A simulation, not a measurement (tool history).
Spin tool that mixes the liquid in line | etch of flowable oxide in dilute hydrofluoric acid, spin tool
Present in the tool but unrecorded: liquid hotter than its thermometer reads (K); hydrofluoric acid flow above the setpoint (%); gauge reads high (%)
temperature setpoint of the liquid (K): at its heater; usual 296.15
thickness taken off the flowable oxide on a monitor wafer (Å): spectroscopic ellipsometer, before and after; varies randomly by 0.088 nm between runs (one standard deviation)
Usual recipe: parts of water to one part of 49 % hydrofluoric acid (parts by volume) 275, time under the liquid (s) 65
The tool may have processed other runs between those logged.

| run | hour | temperature setpoint of the liquid (K) | parts of water to one part of 49 % hydrofluoric acid (parts by volume) | time under the liquid (s) | wafers since the last listed run | hours since the thermometer was replaced | hours since the hydrofluoric acid flow meter was replaced | hours since the gauge calibration | read-back film thickness of the flowable oxide reference wafer, read on the same gauge (nm) | thickness taken off the flowable oxide on a monitor wafer (Å) |
|---|---|---|---|---|---|---|---|---|---|---|
| 1 | 0.0 | 296.15 | 275 | 65 | 0 | 593.3 | 2045.1 | 450.2 | 149.98 | 102.0 |
|  | 21.6 | hydrofluoric acid flow meter replaced |
| 2 | 27.9 | 296.15 | 275 | 65 | 204 | 621.2 | 6.3 | 478.1 | 149.98 | 108.4 |
| 3 | 61.4 | 296.15 | 345 | 65 | 254 | 654.7 | 39.8 | 511.6 | 149.99 | 83.8 |
| 4 | 81.9 | 296.15 | 345 | 65 | 155 | 675.2 | 60.3 | 532.1 | 150.01 | 81.7 |
| 5 | 96.0 | 296.15 | 275 | 65 | 107 | 689.3 | 74.4 | 546.2 | 149.98 | 110.3 |
| 6 | 122.7 | 296.15 | 275 | 65 | 202 | 716.0 | 101.1 | 572.9 | 150.00 | 109.5 |
| 7 | 149.3 | 296.15 | 275 | 65 | 201 | 742.6 | 127.7 | 599.5 | 150.02 | 111.6 |
|  | 180.4 | gauge calibrated |
| 8 | 183.0 | 296.15 | 275 | 65 | 255 | 776.3 | 161.4 | 2.6 | 150.00 | 110.7 |
|  | 191.3 | thermometer replaced |
| 9 | 202.5 | 296.15 | 275 | 65 | 140 | 11.2 | 180.9 | 22.1 | 150.00 | 109.3 |
|  | 217.5 | hydrofluoric acid flow meter replaced, repeated, since the last time left the tool worse |
| 10 | 226.1 | 297.65 | 275 | 65 | 171 | 34.8 | 8.6 | 45.7 | 149.99 | 98.8 |
| 11 | 252.9 | 296.15 | 275 | 50 | 203 | 61.6 | 35.4 | 72.5 | 150.02 | 71.1 |
| 12 | 269.1 | 296.15 | 325 | 65 | 122 | 77.8 | 51.6 | 88.7 | 150.01 | 74.4 |
| 13 | 291.4 | 296.15 | 275 | 65 | 169 | 100.1 | 73.9 | 111.0 | 150.01 | 94.3 |
| 14 | 316.6 | 297.65 | 225 | 85 | 191 | 125.3 | 99.1 | 136.2 | 150.02 | 162.4 |
| 15 | 345.4 | 296.15 | 275 | 65 | 218 | 154.1 | 127.9 | 165.0 | 150.03 | 92.3 |
| 16 | 359.8 | 296.15 | 275 | 65 | 109 | 168.5 | 142.3 | 179.4 | 150.00 | 94.3 |
| 17 | 376.4 | 293.15 | 315 | 65 | 126 | 185.1 | 158.9 | 196.0 | 150.00 | 71.0 |
| 18 | 388.4 | 296.15 | 335 | 65 | 91 | 197.1 | 170.9 | 208.0 | 150.01 | 71.5 |
| 19 | 400.9 | 293.15 | 190 | 85 | 94 | 209.6 | 183.4 | 220.5 | 150.00 | 172.2 |
| 20 | 421.0 | 296.15 | 330 | 35 | 152 | 229.7 | 203.5 | 240.6 | 150.04 | 39.6 |
| 21 | 440.9 | 296.15 | 275 | 75 | 151 | 249.6 | 223.4 | 260.5 | 149.96 | 106.8 |
| 22 | 474.1 | 296.15 | 385 | 35 | 252 | 282.8 | 256.6 | 293.7 | 150.01 | 33.1 |
| 23 | 494.5 | 300.65 | 350 | 100 | 154 | 303.2 | 277.0 | 314.1 | 149.98 | 122.4 |
| 24 | 519.7 | 296.15 | 275 | 65 | 191 | 328.4 | 302.2 | 339.3 | 150.00 | 95.0 |
| 25 | 539.5 | 296.15 | 275 | 65 | 150 | 348.2 | 322.0 | 359.1 | 149.98 | 93.7 |
| 26 | 564.1 | 296.15 | 275 | 65 | 186 | 372.8 | 346.6 | 383.7 | 149.99 | 94.0 |
| 27 | 595.4 | 296.15 | 275 | 65 | 237 | 404.1 | 377.9 | 415.0 | 150.01 | 94.8 |
| 28 | 607.9 | 296.15 | 275 | 65 | 94 | 416.6 | 390.4 | 427.5 | 150.00 | 92.9 |
| 29 | 640.9 | 300.15 | 230 | 25 | 250 | 449.6 | 423.4 | 460.5 | 150.02 | 52.5 |
| 30 | 674.5 | 292.65 | 360 | 65 | 255 | 483.2 | 457.0 | 494.1 | 149.98 | 59.1 |
| 31 | 697.0 | 296.15 | 235 | 50 | 170 | 505.7 | 479.5 | 516.6 | 150.01 | 89.2 |
| 32 | 713.0 | 301.15 | 275 | 65 | 121 | 521.7 | 495.5 | 532.6 | 149.96 | 112.6 |
| 33 | 725.5 | 296.15 | 145 | 90 | 94 | 534.2 | 508.0 | 545.1 | 149.97 | 289.4 |

Hidden state at the last listed run before each entry between runs and at the first one after, where it differs:
Runs 1 to 2: hydrofluoric acid flow meter replaced (hour 21.6)
  hydrofluoric acid flow above the setpoint (%): 9.39 -> 14.8
  difference, measured minus the result without the unlogged condition, thickness taken off the flowable oxide on a monitor wafer (Å): +10.9 -> +17.2
Runs 7 to 8: gauge calibrated (hour 180.4)
  hydrofluoric acid flow above the setpoint (%): 15.3 -> 15.5
  difference, measured minus the result without the unlogged condition, thickness taken off the flowable oxide on a monitor wafer (Å): +18.2 -> +18.2
Runs 8 to 9: thermometer replaced (hour 191.3)
  the hidden state is the same at both runs
  difference, measured minus the result without the unlogged condition, thickness taken off the flowable oxide on a monitor wafer (Å): +18.2 -> +18.1
Runs 9 to 10: hydrofluoric acid flow meter replaced, repeated, since the last time left the tool worse (hour 217.5)
  hydrofluoric acid flow above the setpoint (%): 15.5 -> 0.501
  difference, measured minus the result without the unlogged condition, thickness taken off the flowable oxide on a monitor wafer (Å): +18.1 -> +0.7

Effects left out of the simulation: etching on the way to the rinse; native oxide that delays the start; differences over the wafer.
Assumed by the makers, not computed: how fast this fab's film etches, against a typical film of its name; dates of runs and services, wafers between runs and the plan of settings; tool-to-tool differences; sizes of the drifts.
